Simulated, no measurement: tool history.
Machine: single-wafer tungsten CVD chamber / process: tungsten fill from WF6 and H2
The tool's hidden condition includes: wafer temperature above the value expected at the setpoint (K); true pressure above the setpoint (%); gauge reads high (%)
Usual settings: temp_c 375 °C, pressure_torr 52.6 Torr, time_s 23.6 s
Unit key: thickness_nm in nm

| run | day | temp_c | pressure_torr | time_s | wafers since the last listed run | hours since the last thermocouple change | hours since the last manometer calibration | hours since the showerhead was replaced | hours since the gauge calibration | read-back reference wafer on the same gauge, thickness_nm | thickness_nm |
|---|---|---|---|---|---|---|---|---|---|---|---|
| 1 | 0.000 | 375 | 52.6 | 23.6 | 0 | 1438.1 | 2346.3 | 3877.7 | 724.3 | 58.520 | 54.657 |
| 2 | 1.067 | 375 | 52.6 | 23.6 | 560 | 1463.7 | 2371.9 | 3903.3 | 749.9 | 58.449 | 54.154 |
| 3 | 3.517 | 375 | 52.6 | 23.6 | 1286 | 1522.5 | 2430.7 | 3962.1 | 808.7 | 58.476 | 55.077 |
| 4 | 4.608 | 375 | 52.6 | 22.3 | 573 | 1548.7 | 2456.9 | 3988.3 | 834.9 | 58.542 | 51.718 |
|  | 6.462 | showerhead replaced |
| 5 | 6.483 | 375 | 52.6 | 22.3 | 809 | 1593.7 | 2501.9 | 0.5 | 879.9 | 58.480 | 51.786 |
| 6 | 8.350 | 375 | 52.6 | 23.6 | 980 | 1638.5 | 2546.7 | 45.3 | 924.7 | 58.603 | 54.681 |
| 7 | 11.083 | 375 | 52.6 | 23.6 | 1435 | 1704.1 | 2612.3 | 110.9 | 990.3 | 58.469 | 54.163 |
| 8 | 13.125 | 375 | 52.6 | 23.6 | 1072 | 1753.1 | 2661.3 | 159.9 | 1039.3 | 58.498 | 54.527 |
|  | 15.304 | capacitance manometer re-zeroed and calibrated |
| 9 | 15.325 | 375 | 52.6 | 23.6 | 980 | 1805.9 | 0.5 | 212.7 | 1092.1 | 58.393 | 52.749 |
| 10 | 16.462 | 369 | 52.6 | 23.6 | 597 | 1833.2 | 27.8 | 240.0 | 1119.4 | 58.507 | 46.255 |
| 11 | 18.454 | 375 | 52.6 | 21.6 | 1045 | 1881.0 | 75.6 | 287.8 | 1167.2 | 58.547 | 48.532 |
|  | 19.188 | thermocouple changed; heater temperature recalibrated |
| 12 | 20.892 | 371 | 52.6 | 23.6 | 1104 | 40.9 | 134.1 | 346.3 | 1225.7 | 58.474 | 49.986 |
| 13 | 23.246 | 375 | 47.5 | 21.3 | 1236 | 97.4 | 190.6 | 402.8 | 1282.2 | 58.410 | 47.036 |
| 14 | 24.696 | 365 | 43.6 | 23.6 | 761 | 132.2 | 225.4 | 437.6 | 1317.0 | 58.531 | 39.613 |
| 15 | 27.150 | 368 | 52.6 | 23.6 | 1288 | 191.1 | 284.3 | 496.5 | 1375.9 | 58.560 | 46.530 |
| 16 | 29.971 | 375 | 59.9 | 22.0 | 1481 | 258.8 | 352.0 | 564.2 | 1443.6 | 58.487 | 54.114 |
| 17 | 32.738 | 375 | 52.6 | 20.8 | 1452 | 325.2 | 418.4 | 630.6 | 1510.0 | 58.405 | 47.784 |
| 18 | 34.704 | 387 | 46.7 | 20.9 | 1032 | 372.4 | 465.6 | 677.8 | 1557.2 | 58.528 | 59.715 |
| 19 | 37.246 | 375 | 61.9 | 19.8 | 1334 | 433.4 | 526.6 | 738.8 | 1618.2 | 58.384 | 49.156 |
| 20 | 39.662 | 375 | 52.6 | 23.6 | 1269 | 491.4 | 584.6 | 796.8 | 1676.2 | 58.471 | 54.380 |
| 21 | 41.904 | 368 | 47.5 | 19.1 | 1177 | 545.2 | 638.4 | 850.6 | 1730.0 | 58.605 | 35.480 |
| 22 | 44.388 | 375 | 52.6 | 23.6 | 1304 | 604.8 | 698.0 | 910.2 | 1789.6 | 58.423 | 54.506 |
| 23 | 46.608 | 375 | 52.6 | 23.6 | 1166 | 658.1 | 751.3 | 963.5 | 1842.9 | 58.399 | 54.026 |
|  | 48.221 | gauge calibrated |
| 24 | 48.921 | 371 | 46.1 | 24.8 | 1214 | 713.6 | 806.8 | 1019.0 | 16.8 | 58.562 | 48.714 |
| 25 | 50.346 | 388 | 52.6 | 23.6 | 748 | 747.8 | 841.0 | 1053.2 | 51.0 | 58.571 | 72.438 |
| 26 | 51.692 | 380 | 52.6 | 27.8 | 706 | 780.1 | 873.3 | 1085.5 | 83.3 | 58.470 | 71.779 |
| 27 | 54.433 | 380 | 61.3 | 20.3 | 1439 | 845.9 | 939.1 | 1151.3 | 149.1 | 58.608 | 55.731 |
| 28 | 55.892 | 384 | 52.6 | 23.6 | 765 | 880.9 | 974.1 | 1186.3 | 184.1 | 58.504 | 66.025 |
| 29 | 58.467 | 365 | 58.3 | 21.5 | 1352 | 942.7 | 1035.9 | 1248.1 | 245.9 | 58.578 | 40.919 |
| 30 | 60.875 | 380 | 52.6 | 27.8 | 1264 | 1000.5 | 1093.7 | 1305.9 | 303.7 | 58.501 | 71.541 |
| 31 | 63.446 | 375 | 52.6 | 27.7 | 1350 | 1062.2 | 1155.4 | 1367.6 | 365.4 | 58.392 | 63.189 |
| 32 | 64.850 | 375 | 65.1 | 20.7 | 737 | 1095.9 | 1189.1 | 1401.3 | 399.1 | 58.355 | 52.596 |
| 33 | 66.812 | 382 | 44.3 | 27.0 | 1030 | 1143.0 | 1236.2 | 1448.4 | 446.2 | 58.547 | 66.708 |
| 34 | 68.350 | 375 | 56.8 | 25.2 | 807 | 1179.9 | 1273.1 | 1485.3 | 483.1 | 58.461 | 59.789 |

What if the next run were any one of these 4? Each begins from the tool's condition after run 34:
| A | 68.367 | 375 | 52.6 | 23.6 | 8 | 1180.3 | 1273.5 | 1485.7 | 483.5 | ? | ? |
| B | 68.367 | 375 | 52.6 | 27.8 | 8 | 1180.3 | 1273.5 | 1485.7 | 483.5 | ? | ? |
| C | 68.367 | 382 | 63.6 | 23.6 | 8 | 1180.3 | 1273.5 | 1485.7 | 483.5 | ? | ? |
| D | 68.367 | 383 | 58.1 | 27.2 | 8 | 1180.3 | 1273.5 | 1485.7 | 483.5 | ? | ? |

| run | read-back reference wafer on the same gauge, thickness_nm | thickness_nm |
|---|---|---|
| A | 58.491 | 53.926 |
| B | 58.491 | 63.566 |
| C | 58.491 | 68.987 |
| D | 58.491 | 78.092 |
The same runs, with their run-to-run variation unchanged, on a tool lacking any hidden condition would have given:
| run | thickness_nm |
|---|---|
| A | 54.599 |
| B | 64.360 |
| C | 69.815 |
| D | 78.974 |
